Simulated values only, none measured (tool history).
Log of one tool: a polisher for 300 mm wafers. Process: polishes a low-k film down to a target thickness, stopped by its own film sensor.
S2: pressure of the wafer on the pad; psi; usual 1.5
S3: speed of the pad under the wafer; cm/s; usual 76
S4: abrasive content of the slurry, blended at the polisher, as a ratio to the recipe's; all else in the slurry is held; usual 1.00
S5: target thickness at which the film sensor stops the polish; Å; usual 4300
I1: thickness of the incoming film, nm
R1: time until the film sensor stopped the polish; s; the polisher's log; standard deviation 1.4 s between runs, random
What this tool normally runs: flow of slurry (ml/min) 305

Run 1, hour 0.0: usual settings; I1 453.1. Result: R1 98.5 s.
At hour 13.4: slurry blender recalibrated.
At hour 32.0: conditioning disc replaced and pad reconditioned.
Run 2, hour 54.0: usual settings; I1 445.5. Result: R1 63.7 s.
At hour 180.5: slurry nozzle cleaned.
At hour 192.4: worn pad replaced by a new one.
Run 3, hour 234.4: usual settings; I1 442.2. Result: R1 48.4 s.
Run 4, hour 282.4: usual settings; I1 451.2. Result: R1 82.1 s.
Run 5, hour 350.9: usual settings; I1 455.1. Result: R1 99.5 s.
Run 6, hour 403.1: usual settings but flow of slurry (ml/min) 355, S5 4360 Å; I1 457.1. Result: R1 83.6 s.
At hour 432.1: slurry blender recalibrated.
Run 7, hour 442.4: usual settings but flow of slurry (ml/min) 265, S2 1.2 psi, S3 98 cm/s, S4 0.75; I1 447.8. Result: R1 100.5 s.
Run 8, hour 505.2: usual settings but flow of slurry (ml/min) 225, S3 94 cm/s, S5 4360 Å; I1 446.2. Result: R1 35.0 s.
At hour 509.5: conditioning disc replaced and pad reconditioned.
At hour 552.9: slurry nozzle cleaned.
Run 9, hour 556.0: usual settings but S2 1.0 psi, S5 4240 Å; I1 445.7. Result: R1 123.5 s.
Run 10, hour 614.9: usual settings but flow of slurry (ml/min) 265, S5 4230 Å; I1 449.7. Result: R1 103.6 s.
At hour 655.0: worn pad replaced by a new one.
Run 11, hour 655.5: usual settings; I1 443.1. Result: R1 50.6 s.
At hour 660.4: head pressure recalibrated.
Run 12, hour 715.2: usual settings but flow of slurry (ml/min) 355, S2 1.9 psi; I1 450.5. Result: R1 64.6 s.
Run 13, hour 768.9: usual settings but S4 1.15, S5 4280 Å; I1 450.5. Result: R1 83.2 s.
Run 14, hour 814.4: usual settings but S3 58 cm/s, S4 0.90; I1 455.0. Result: R1 125.2 s.
At hour 821.3: slurry blender recalibrated.
Run 15, hour 839.5: usual settings but flow of slurry (ml/min) 355, S2 1.9 psi; I1 455.3. Result: R1 79.9 s.
Run 16, hour 897.7: usual settings; I1 453.7. Result: R1 92.4 s.
Run 17, hour 952.9: usual settings but flow of slurry (ml/min) 375, S5 4330 Å; I1 442.8. Result: R1 37.5 s.
At hour 971.2: conditioning disc replaced and pad reconditioned.
At hour 973.0: slurry nozzle cleaned.
Run 18, hour 984.6: usual settings; I1 454.9. Result: R1 99.3 s.
Run 19, hour 1037.8: usual settings but S3 58 cm/s, S4 0.90; I1 448.1. Result: R1 86.1 s.
Run 20, hour 1086.8: usual settings but flow of slurry (ml/min) 375, S3 86 cm/s; I1 455.0. Result: R1 90.4 s.
At hour 1094.0: worn pad replaced by a new one.
Run 21, hour 1208.2: usual settings but S2 1.2 psi; I1 448.6. Result: R1 85.1 s.
At hour 1219.3: slurry blender recalibrated.
Run 22, hour 1274.6: usual settings but S2 1.3 psi, S3 70 cm/s; I1 450.5. Result: R1 94.3 s.

Run 23 has not been measured yet. What should we expect?
Run 23, hour 1308.4: usual settings but S3 52 cm/s; I1 452.2. Result: R1 ?.

R1: 97.6 s
Take away the tool's hidden state, keep the run-to-run variation as it was, and the same run would have given R1 108.6 s.
